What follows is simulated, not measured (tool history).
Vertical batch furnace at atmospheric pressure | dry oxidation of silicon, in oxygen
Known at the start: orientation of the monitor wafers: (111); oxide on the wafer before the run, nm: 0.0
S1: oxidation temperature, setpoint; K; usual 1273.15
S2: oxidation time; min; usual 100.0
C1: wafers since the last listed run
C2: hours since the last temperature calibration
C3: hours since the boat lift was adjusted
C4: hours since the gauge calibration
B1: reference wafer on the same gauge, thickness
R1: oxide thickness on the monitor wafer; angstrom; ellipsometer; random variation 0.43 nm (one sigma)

run    hour       S1     S2   C1      C2      C3      C4      B1      R1
  1     0.0  1273.15  100.0    0  2254.6  1287.7   899.2  103.85  1065.8
  2    71.8  1273.15  100.0  544  2326.4  1359.5   971.0  103.94  1071.5
  3   123.5  1293.15  100.0  392  2378.1  1411.2  1022.7  103.95  1227.4
      174.8  -- gauge calibrated
  4   229.8  1290.15  138.0  806  2484.4  1517.5    55.0  103.95  1480.3
  5   289.8  1273.15  130.5  455  2544.4  1577.5   115.0  104.00  1276.4
  6   380.1  1273.15  130.5  685  2634.7  1667.8   205.3  103.91  1264.2
  7   459.5  1273.15  100.0  602  2714.1  1747.2   284.7  103.98  1074.7
  8   546.3  1273.15  100.0  658  2800.9  1834.0   371.5  103.95  1081.2
  9   615.3  1273.15  100.0  523  2869.9  1903.0   440.5  103.98  1078.3
 10   652.3  1273.15  100.0  280  2906.9  1940.0   477.5  103.93  1075.8
      761.5  -- thermocouples replaced and temperature profile calibrated
 11   780.0  1273.15  100.0  786    18.5  2067.7   605.2  103.96  1036.9
 12   886.0  1273.15  100.0  804   124.5  2173.7   711.2  103.96  1041.1
 13   940.4  1273.15  100.0  412   178.9  2228.1   765.6  104.11  1044.0
     1026.7  -- boat lift adjusted
 14  1027.2  1288.15  125.0  476   265.7     0.5   852.4  104.22  1341.0
 15  1078.4  1262.15   66.5  388   316.9    51.7   903.6  103.96   733.7
     1090.3  -- gauge calibrated
 16  1168.4  1291.15  132.0  682   406.9   141.7    78.1  103.87  1407.7
 17  1220.4  1261.15   86.0  394   458.9   193.7   130.1  104.11   868.6
 18  1268.3  1260.15   72.5  363   506.8   241.6   178.0  103.91   769.9
 19  1366.3  1273.15  132.5  743   604.8   339.6   276.0  103.97  1247.8
 20  1418.3  1273.15  100.0  394   656.8   391.6   328.0  104.05  1053.0
 21  1515.8  1251.15   87.0  739   754.3   489.1   425.5  103.96   816.1
 22  1583.8  1273.15   84.5  516   822.3   557.1   493.5  103.86   932.9
 23  1627.8  1273.15  100.0  333   866.3   601.1   537.5  104.11  1044.2

Run 24 comes next. What will it give?
 24  1730.2  1294.15  76.0  777  968.7  703.5  639.9   ?   ?

B1: 103.91
R1: 1018.5 angstrom
Without the tool's hidden state the same run would have given R1 1011.3 angstrom.
